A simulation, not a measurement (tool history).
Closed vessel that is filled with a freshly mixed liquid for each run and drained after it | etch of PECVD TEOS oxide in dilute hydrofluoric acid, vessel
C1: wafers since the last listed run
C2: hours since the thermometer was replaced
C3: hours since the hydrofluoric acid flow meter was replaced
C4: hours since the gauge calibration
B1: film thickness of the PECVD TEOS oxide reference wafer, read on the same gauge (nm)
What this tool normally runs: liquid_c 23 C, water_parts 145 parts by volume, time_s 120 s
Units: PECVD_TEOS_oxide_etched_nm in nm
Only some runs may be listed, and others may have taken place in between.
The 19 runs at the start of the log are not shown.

-- hour=1624.7 gauge calibrated
run 20 hour=1726.6 | liquid_c=23 water_parts=80 time_s=100 | C1=15206 C2=736.8 C3=328.7 C4=101.9 | B1=119.98 | PECVD_TEOS_oxide_etched_nm=16.2
run 21 hour=1765.4 | liquid_c=26.5 water_parts=145 time_s=95 | C1=4545 C2=775.6 C3=367.5 C4=140.7 | B1=120 | PECVD_TEOS_oxide_etched_nm=8.85
run 22 hour=1846.8 | liquid_c=23 water_parts=125 time_s=120 | C1=9536 C2=857 C3=448.9 C4=222.1 | B1=120 | PECVD_TEOS_oxide_etched_nm=11.77
run 23 hour=1951.9 | liquid_c=26 water_parts=95 time_s=75 | C1=12312 C2=962.1 C3=554 C4=327.2 | B1=120 | PECVD_TEOS_oxide_etched_nm=11.22
run 24 hour=2014.9 | liquid_c=23 water_parts=145 time_s=120 | C1=7380 C2=1025.1 C3=617 C4=390.2 | B1=120.03 | PECVD_TEOS_oxide_etched_nm=9.89
run 25 hour=2084.9 | liquid_c=25.5 water_parts=190 time_s=65 | C1=8200 C2=1095.1 C3=687 C4=460.2 | B1=119.99 | PECVD_TEOS_oxide_etched_nm=4.31
-- hour=2098.6 thermometer replaced
run 26 hour=2169.8 | liquid_c=24.5 water_parts=145 time_s=120 | C1=9829 C2=71.2 C3=771.9 C4=545.1 | B1=120 | PECVD_TEOS_oxide_etched_nm=10.92
-- hour=2175 hydrofluoric acid flow meter replaced
run 27 hour=2259.1 | liquid_c=27 water_parts=170 time_s=150 | C1=10344 C2=160.5 C3=84.1 C4=634.4 | B1=119.99 | PECVD_TEOS_oxide_etched_nm=12.04
run 28 hour=2321.3 | liquid_c=23 water_parts=145 time_s=120 | C1=7286 C2=222.7 C3=146.3 C4=696.6 | B1=120 | PECVD_TEOS_oxide_etched_nm=9.96
run 29 hour=2429.1 | liquid_c=18.5 water_parts=145 time_s=185 | C1=12629 C2=330.5 C3=254.1 C4=804.4 | B1=120 | PECVD_TEOS_oxide_etched_nm=13.05
run 30 hour=2504.5 | liquid_c=23 water_parts=95 time_s=120 | C1=8833 C2=405.9 C3=329.5 C4=879.8 | B1=120.01 | PECVD_TEOS_oxide_etched_nm=16.3
run 31 hour=2600.2 | liquid_c=23 water_parts=145 time_s=120 | C1=11211 C2=501.6 C3=425.2 C4=975.5 | B1=119.98 | PECVD_TEOS_oxide_etched_nm=10.12
run 32 hour=2646.1 | liquid_c=23 water_parts=145 time_s=120 | C1=5377 C2=547.5 C3=471.1 C4=1021.4 | B1=120.01 | PECVD_TEOS_oxide_etched_nm=10.19

Forecast each of these 4 alternatives for the next run:
run A hour=2646.8 | liquid_c=23 water_parts=195 time_s=120 | C1=82 C2=548.2 C3=471.8 C4=1022.1 | B1=? | PECVD_TEOS_oxide_etched_nm=?
run B hour=2646.8 | liquid_c=20.5 water_parts=110 time_s=55 | C1=82 C2=548.2 C3=471.8 C4=1022.1 | B1=? | PECVD_TEOS_oxide_etched_nm=?
run C hour=2646.8 | liquid_c=23 water_parts=200 time_s=120 | C1=82 C2=548.2 C3=471.8 C4=1022.1 | B1=? | PECVD_TEOS_oxide_etched_nm=?
run D hour=2646.8 | liquid_c=20.5 water_parts=145 time_s=75 | C1=82 C2=548.2 C3=471.8 C4=1022.1 | B1=? | PECVD_TEOS_oxide_etched_nm=?

run=A B1=120 PECVD_TEOS_oxide_etched_nm=7.05
run=B B1=120 PECVD_TEOS_oxide_etched_nm=5.67
run=C B1=120 PECVD_TEOS_oxide_etched_nm=6.84
run=D B1=120 PECVD_TEOS_oxide_etched_nm=5.66
With no hidden state in the tool, these same runs would have given:
run=A PECVD_TEOS_oxide_etched_nm=6.9
run=B PECVD_TEOS_oxide_etched_nm=5.58
run=C PECVD_TEOS_oxide_etched_nm=6.69
run=D PECVD_TEOS_oxide_etched_nm=5.55

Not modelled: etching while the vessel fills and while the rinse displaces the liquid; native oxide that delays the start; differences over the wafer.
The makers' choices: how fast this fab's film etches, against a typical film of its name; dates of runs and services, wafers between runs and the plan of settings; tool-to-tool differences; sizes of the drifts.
